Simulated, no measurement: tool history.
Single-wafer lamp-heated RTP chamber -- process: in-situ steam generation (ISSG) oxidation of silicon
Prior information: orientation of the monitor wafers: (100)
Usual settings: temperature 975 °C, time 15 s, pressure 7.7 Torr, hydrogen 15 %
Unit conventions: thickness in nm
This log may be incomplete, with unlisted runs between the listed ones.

run	hour	temperature	time	pressure	hydrogen	wafers since the last listed run	wafers since the last pyrometer calibration	hours since the pressure gauge was zeroed	hours since the hydrogen flow controller was replaced	hours since the gauge calibration	read-back reference wafer on the same gauge, thickness	thickness
1	0	975	15	7.7	15	0	819	748.8	2535.6	513.7	3.301	4.041
2	78.2	975	15	7.7	15	477	1296	827	2613.8	591.9	3.299	4.027
3	180.4	975	15	7.7	15	624	1920	929.2	2716	694.1	3.301	4.061
4	217.5	975	15	7.7	15	226	2147	966.3	2753.1	731.2	3.3	4.097
5	264.6	975	15	7.7	15	287	2434	1013.4	2800.2	778.3	3.302	4.096
6	310.8	975	15	7.7	18	282	2717	1059.6	2846.4	824.5	3.3	4.303
7	389.1	975	15	7.7	18	478	3195	1137.9	2924.7	902.8	3.302	4.285
8	436	975	15	7.7	18	286	3481	1184.8	2971.6	949.7	3.298	4.316
# hour 444.7: pyrometer window cleaned and pyrometer calibrated
9	505.5	975	15	7.7	15	375	371	1254.3	3041.1	1019.2	3.3	4.025
# hour 526.6: gauge calibrated
# hour 544.3: pressure gauge zeroed
10	602.5	975	15	7.7	15	543	914	58.2	3138.1	75.9	3.302	4.05
11	670.1	959	20	6.9	12	412	1327	125.8	3205.7	143.5	3.298	4.142
12	710.8	975	20	7.7	15	248	1575	166.5	3246.4	184.2	3.3	4.634
13	757.5	969	11	7.7	11	285	1860	213.2	3293.1	230.9	3.298	3.29
# hour 781: hydrogen flow controller replaced
# hour 1013.1: pyrometer window cleaned and pyrometer calibrated
14	1020.9	985	12	6.9	18	1510	47	476.6	239.9	494.3	3.3	3.896
15	1076.9	981	11	8.7	18	341	389	532.6	295.9	550.3	3.301	3.757
16	1129.9	993	15	7.7	11	323	712	585.6	348.9	603.3	3.299	3.997
17	1169.5	984	11	6.9	20	241	954	625.2	388.5	642.9	3.298	3.876
18	1250.4	975	15	7.7	18	493	1448	706.1	469.4	723.8	3.301	4.243

4 options for the next run, each taken on its own from the tool as it stands now. Forecast them:
A	1250.8	975	15	7.7	15	2	1451	706.5	469.8	724.2	?	?
B	1250.8	982	12	8.6	11	2	1451	706.5	469.8	724.2	?	?
C	1250.8	975	15	6.9	15	2	1451	706.5	469.8	724.2	?	?
D	1250.8	988	15	7.2	15	2	1451	706.5	469.8	724.2	?	?

run	read-back reference wafer on the same gauge, thickness	thickness
A	3.3	4.061
B	3.3	3.517
C	3.3	4.03
D	3.3	4.228
Without the tool's unlogged condition, the same runs would have read:
run	thickness
A	3.994
B	3.462
C	3.964
D	4.152

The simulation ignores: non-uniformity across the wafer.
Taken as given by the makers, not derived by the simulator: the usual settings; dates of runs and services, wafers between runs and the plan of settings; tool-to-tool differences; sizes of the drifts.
